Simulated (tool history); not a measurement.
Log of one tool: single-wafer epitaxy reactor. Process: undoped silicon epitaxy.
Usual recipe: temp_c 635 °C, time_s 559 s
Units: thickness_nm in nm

run	hour	temp_c	time_s	read-back reference wafer on the same gauge, thickness_nm	thickness_nm
1	0	625	559	65.21	45.282
2	13.2	625	559	65.22	45.104
3	28.2	635	587	65.309	59.946
4	44.8	635	587	65.239	60.265
5	55.5	630	502	65.266	45.51
6	72.8	630	502	65.281	45.803
7	88.2	630	502	65.206	45.668
8	95.7	635	559	65.153	57.2
9	106.7	635	559	65.106	57.511
10	114.8	645	647	65.177	83.398
11	127.8	645	647	65.184	83.198
12	138.9	645	647	65.271	83.135
13	145.7	635	559	65.159	56.805
14	162.5	635	559	65.288	56.881
15	169.6	630	502	65.233	45.614
16	177.9	648	517	65.306	71.362
17	195.4	625	559	65.145	45.387

Predict the results of run 18:
18	203.6	635	559	?	?

read-back reference wafer on the same gauge, thickness_nm: 65.208
thickness_nm: 56.648 nm
Take away the tool's hidden state, keep the run-to-run variation as it was, and the same run would have given thickness_nm 65.813 nm.
